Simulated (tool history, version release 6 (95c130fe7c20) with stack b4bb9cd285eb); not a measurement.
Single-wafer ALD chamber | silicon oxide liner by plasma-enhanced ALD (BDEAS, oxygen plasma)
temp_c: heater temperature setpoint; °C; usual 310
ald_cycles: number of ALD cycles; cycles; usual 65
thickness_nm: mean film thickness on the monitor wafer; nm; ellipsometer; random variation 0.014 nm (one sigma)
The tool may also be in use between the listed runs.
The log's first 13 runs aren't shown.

| run | day | temp_c | ald_cycles | read-back reference wafer on the same gauge, thickness_nm | thickness_nm |
|---|---|---|---|---|---|
| 14 | 14.092 | 310 | 65 | 4.452 | 5.553 |
| 15 | 15.575 | 306 | 65 | 4.453 | 5.608 |
|  | 16.629 | thermocouple changed; heater temperature recalibrated |
| 16 | 16.738 | 306 | 65 | 4.455 | 5.575 |
| 17 | 18.946 | 300 | 65 | 4.459 | 5.660 |
| 18 | 19.654 | 321 | 59 | 4.463 | 4.992 |
| 19 | 20.704 | 310 | 65 | 4.465 | 5.567 |
| 20 | 21.296 | 310 | 71 | 4.464 | 6.098 |
| 21 | 22.121 | 302 | 75 | 4.463 | 6.504 |
| 22 | 22.867 | 310 | 53 | 4.473 | 4.548 |
| 23 | 23.521 | 310 | 65 | 4.471 | 5.599 |
| 24 | 24.421 | 310 | 65 | 4.475 | 5.596 |
| 25 | 25.092 | 302 | 56 | 4.480 | 4.839 |
| 26 | 26.429 | 306 | 72 | 4.483 | 6.242 |
| 27 | 27.529 | 321 | 65 | 4.487 | 5.531 |
| 28 | 28.075 | 310 | 65 | 4.487 | 5.632 |
|  | 28.621 | gauge calibrated |
| 29 | 28.625 | 310 | 65 | 4.450 | 5.580 |
| 30 | 29.308 | 314 | 56 | 4.450 | 4.752 |
| 31 | 30.342 | 310 | 77 | 4.450 | 6.570 |
| 32 | 31.238 | 300 | 75 | 4.449 | 6.506 |
| 33 | 32.500 | 310 | 59 | 4.452 | 5.056 |
| 34 | 33.525 | 310 | 65 | 4.456 | 5.561 |
| 35 | 34.125 | 301 | 76 | 4.456 | 6.587 |
| 36 | 34.642 | 304 | 59 | 4.456 | 5.098 |
| 37 | 35.208 | 310 | 65 | 4.455 | 5.544 |
| 38 | 36.212 | 310 | 65 | 4.460 | 5.576 |

5 ways to go on from here, each from the tool as it stands after run 38. What would each give?
| A | 36.233 | 323 | 65 | ? | ? |
| B | 36.233 | 303 | 65 | ? | ? |
| C | 36.233 | 310 | 58 | ? | ? |
| D | 36.233 | 300 | 71 | ? | ? |
| E | 36.233 | 299 | 60 | ? | ? |

| run | read-back reference wafer on the same gauge, thickness_nm | thickness_nm |
|---|---|---|
| A | 4.456 | 5.480 |
| B | 4.456 | 5.619 |
| C | 4.456 | 4.971 |
| D | 4.456 | 6.161 |
| E | 4.456 | 5.213 |
Without the tool's hidden state the same runs would have given:
| run | thickness_nm |
|---|---|
| A | 5.470 |
| B | 5.609 |
| C | 4.961 |
| D | 6.149 |
| E | 5.203 |

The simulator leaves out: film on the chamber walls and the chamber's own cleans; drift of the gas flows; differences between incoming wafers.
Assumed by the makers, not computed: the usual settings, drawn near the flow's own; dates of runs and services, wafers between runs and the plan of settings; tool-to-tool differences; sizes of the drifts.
